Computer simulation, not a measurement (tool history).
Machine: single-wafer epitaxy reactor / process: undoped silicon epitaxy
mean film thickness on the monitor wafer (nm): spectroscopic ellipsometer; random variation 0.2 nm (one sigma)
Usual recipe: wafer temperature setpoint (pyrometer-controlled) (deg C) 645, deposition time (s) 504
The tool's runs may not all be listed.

run   hour  wafer temperature setpoint (pyrometer-controlled) (deg C)  deposition time (s)  wafers since the last listed run  hours since the last pyrometer calibration  hours since the gauge calibration  read-back reference wafer on the same gauge, thickness_nm  mean film thickness on the monitor wafer (nm)
  1    0.0                                                        645                  504                                 0                                       827.4                              198.3                                                     66.004                                         80.268
  2   15.0                                                        645                  429                                68                                       842.4                              213.3                                                     65.992                                         68.674
  3   24.2                                                        645                  504                                41                                       851.6                              222.5                                                     66.015                                         80.264
  4   65.2                                                        645                  504                               186                                       892.6                              263.5                                                     65.993                                         80.775
  5   80.1                                                        645                  504                                67                                       907.5                              278.4                                                     65.988                                         80.445
  6   96.7                                                        650                  548                                75                                       924.1                              295.0                                                     65.992                                         96.326
  7  107.0                                                        650                  548                                46                                       934.4                              305.3                                                     66.022                                         96.234
  8  121.3                                                        650                  548                                65                                       948.7                              319.6                                                     66.011                                         96.223
  9  132.8                                                        639                  504                                52                                       960.2                              331.1                                                     66.020                                         71.527
 10  142.5                                                        639                  504                                44                                       969.9                              340.8                                                     65.991                                         71.306
 11  160.5                                                        639                  504                                81                                       987.9                              358.8                                                     66.020                                         71.604
 12  173.5                                                        645                  504                                59                                      1000.9                              371.8                                                     65.977                                         80.563
     182.1  -- gauge calibrated
 13  184.8                                                        645                  504                                51                                      1012.2                                2.7                                                     66.003                                         80.572
 14  192.0                                                        645                  504                                32                                      1019.4                                9.9                                                     66.023                                         80.185
     207.6  -- pyrometer calibrated
 15  208.1                                                        634                  504                                36                                         0.5                               26.0                                                     65.953                                         66.448
 16  219.9                                                        652                  552                                53                                        12.3                               37.8                                                     65.968                                        102.377
 17  235.4                                                        654                  556                                70                                        27.8                               53.3                                                     65.965                                        107.129
 18  249.9                                                        657                  448                                65                                        42.3                               67.8                                                     65.988                                         91.869
 19  267.7                                                        657                  448                                80                                        60.1                               85.6                                                     66.014                                         91.475
 20  282.9                                                        648                  504                                69                                        75.3                              100.8                                                     66.011                                         86.604
 21  298.1                                                        648                  504                                69                                        90.5                              116.0                                                     65.999                                         86.571
 22  315.8                                                        651                  504                                80                                       108.2                              133.7                                                     66.050                                         91.901
 23  332.2                                                        637                  449                                74                                       124.6                              150.1                                                     65.991                                         62.489
 24  349.8                                                        653                  406                                80                                       142.2                              167.7                                                     66.025                                         76.845
 25  358.9                                                        653                  406                                41                                       151.3                              176.8                                                     66.007                                         76.901
 26  375.5                                                        655                  577                                75                                       167.9                              193.4                                                     66.001                                        113.278
 27  388.6                                                        645                  595                                59                                       181.0                              206.5                                                     65.991                                         96.575
 28  403.7                                                        645                  504                                68                                       196.1                              221.6                                                     66.007                                         81.966
 29  415.9                                                        640                  417                                55                                       208.3                              233.8                                                     66.018                                         61.329
 30  430.0                                                        645                  504                                64                                       222.4                              247.9                                                     66.037                                         81.367
 31  446.3                                                        635                  555                                74                                       238.7                              264.2                                                     66.046                                         73.983
 32  463.9                                                        652                  552                                80                                       256.3                              281.8                                                     66.016                                        102.134
 33  472.3                                                        656                  504                                38                                       264.7                              290.2                                                     66.044                                        100.912
 34  499.8                                                        645                  504                               125                                       292.2                              317.7                                                     65.987                                         81.664
 35  511.5                                                        645                  504                                53                                       303.9                              329.4                                                     65.972                                         81.230
 36  524.9                                                        649                  419                                60                                       317.3                              342.8                                                     66.002                                         72.990
 37  539.2                                                        641                  409                                65                                       331.6                              357.1                                                     65.988                                         61.210
 38  545.4                                                        658                  504                                28                                       337.8                              363.3                                                     66.026                                        104.472
 39  552.8                                                        635                  555                                33                                       345.2                              370.7                                                     65.964                                         73.667
 40  569.1                                                        645                  583                                74                                       361.5                              387.0                                                     65.965                                         94.270
 41  581.3                                                        645                  474                                55                                       373.7                              399.2                                                     65.981                                         76.660
 42  587.8                                                        654                  504                                29                                       380.2                              405.7                                                     66.007                                         96.676
 43  599.4                                                        645                  504                                52                                       391.8                              417.3                                                     66.010                                         81.577

Below are 4 alternative next runs, each starting from the tool's condition after run 43. Predict each:
  A  599.9                                                        645                  504                                 2                                       392.3                              417.8                                                          ?                                              ?
  B  599.9                                                        659                  532                                 2                                       392.3                              417.8                                                          ?                                              ?
  C  599.9                                                        655                  467                                 2                                       392.3                              417.8                                                          ?                                              ?
  D  599.9                                                        639                  415                                 2                                       392.3                              417.8                                                          ?                                              ?

run  read-back reference wafer on the same gauge, thickness_nm  mean film thickness on the monitor wafer (nm)
  A                                                     65.996                                         81.082
  B                                                     65.996                                        111.895
  C                                                     65.996                                         91.048
  D                                                     65.996                                         59.387
With the hidden condition removed and each run's random variation left untouched, the same runs would have given:
run  mean film thickness on the monitor wafer (nm)
  A                                         81.908
  B                                        113.005
  C                                         91.958
  D                                         59.999

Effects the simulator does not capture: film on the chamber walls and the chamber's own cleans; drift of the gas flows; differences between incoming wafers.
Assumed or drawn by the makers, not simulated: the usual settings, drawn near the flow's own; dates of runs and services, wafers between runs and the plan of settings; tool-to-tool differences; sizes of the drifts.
